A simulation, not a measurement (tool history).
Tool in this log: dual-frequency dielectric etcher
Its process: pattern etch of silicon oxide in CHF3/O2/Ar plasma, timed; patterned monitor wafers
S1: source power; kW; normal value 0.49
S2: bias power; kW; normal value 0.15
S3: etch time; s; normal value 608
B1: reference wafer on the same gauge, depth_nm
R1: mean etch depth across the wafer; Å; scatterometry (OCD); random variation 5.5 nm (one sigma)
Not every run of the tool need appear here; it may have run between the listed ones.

| run | hour | S1 | S2 | S3 | B1 | R1 |
|---|---|---|---|---|---|---|
| 1 | 0 | 0.49 | 0.15 | 608 | 970.2 | 11103 |
| 2 | 49.1 | 0.49 | 0.15 | 608 | 968.7 | 11085 |
| 3 | 105.3 | 0.49 | 0.15 | 608 | 970.5 | 10999 |
| 4 | 166.9 | 0.49 | 0.15 | 608 | 969.6 | 11034 |
| 5 | 223.7 | 0.49 | 0.15 | 608 | 972.7 | 10966 |
| 6 | 291.7 | 0.49 | 0.15 | 608 | 970.5 | 11012 |
| 7 | 318.1 | 0.53 | 0.13 | 608 | 969.3 | 11043 |
| 8 | 366.3 | 0.49 | 0.15 | 608 | 969.7 | 11060 |
|  | 389.5 | gauge calibrated |
|  | 392.1 | source power generator calibrated |
|  | 395.4 | wet clean of the chamber |
| 9 | 435.4 | 0.49 | 0.15 | 608 | 968.4 | 11352 |
| 10 | 489.5 | 0.44 | 0.138 | 548 | 970.5 | 9359 |
| 11 | 541.8 | 0.54 | 0.187 | 444.5 | 969.4 | 9384 |
| 12 | 572.4 | 0.49 | 0.172 | 453.5 | 970.4 | 8741 |
| 13 | 635.1 | 0.45 | 0.138 | 768 | 969.9 | 13227 |
| 14 | 666.6 | 0.49 | 0.15 | 766 | 970.5 | 14263 |
| 15 | 702.3 | 0.49 | 0.15 | 608 | 970.4 | 11271 |
| 16 | 770.5 | 0.49 | 0.15 | 608 | 968.8 | 11197 |
|  | 830.2 | wet clean of the chamber |
| 17 | 836.3 | 0.57 | 0.136 | 700 | 968 | 13700 |
|  | 883.8 | bias power generator calibrated |
| 18 | 911.9 | 0.43 | 0.184 | 608 | 969.7 | 11124 |
|  | 991.8 | upper electrode replaced, of another model than before |
| 19 | 992.3 | 0.61 | 0.12 | 608 | 969.6 | 12601 |

Run 20, settings as shown, results not yet in. Your forecast:
| 20 | 1039.8 | 0.43 | 0.15 | 509.5 | ? | ? |

{"run 20": {"B1": 969.7, "R1": 8199}}
Take away the tool's hidden state, keep the run-to-run variation as it was, and the same run would have given R1 8396 Å.
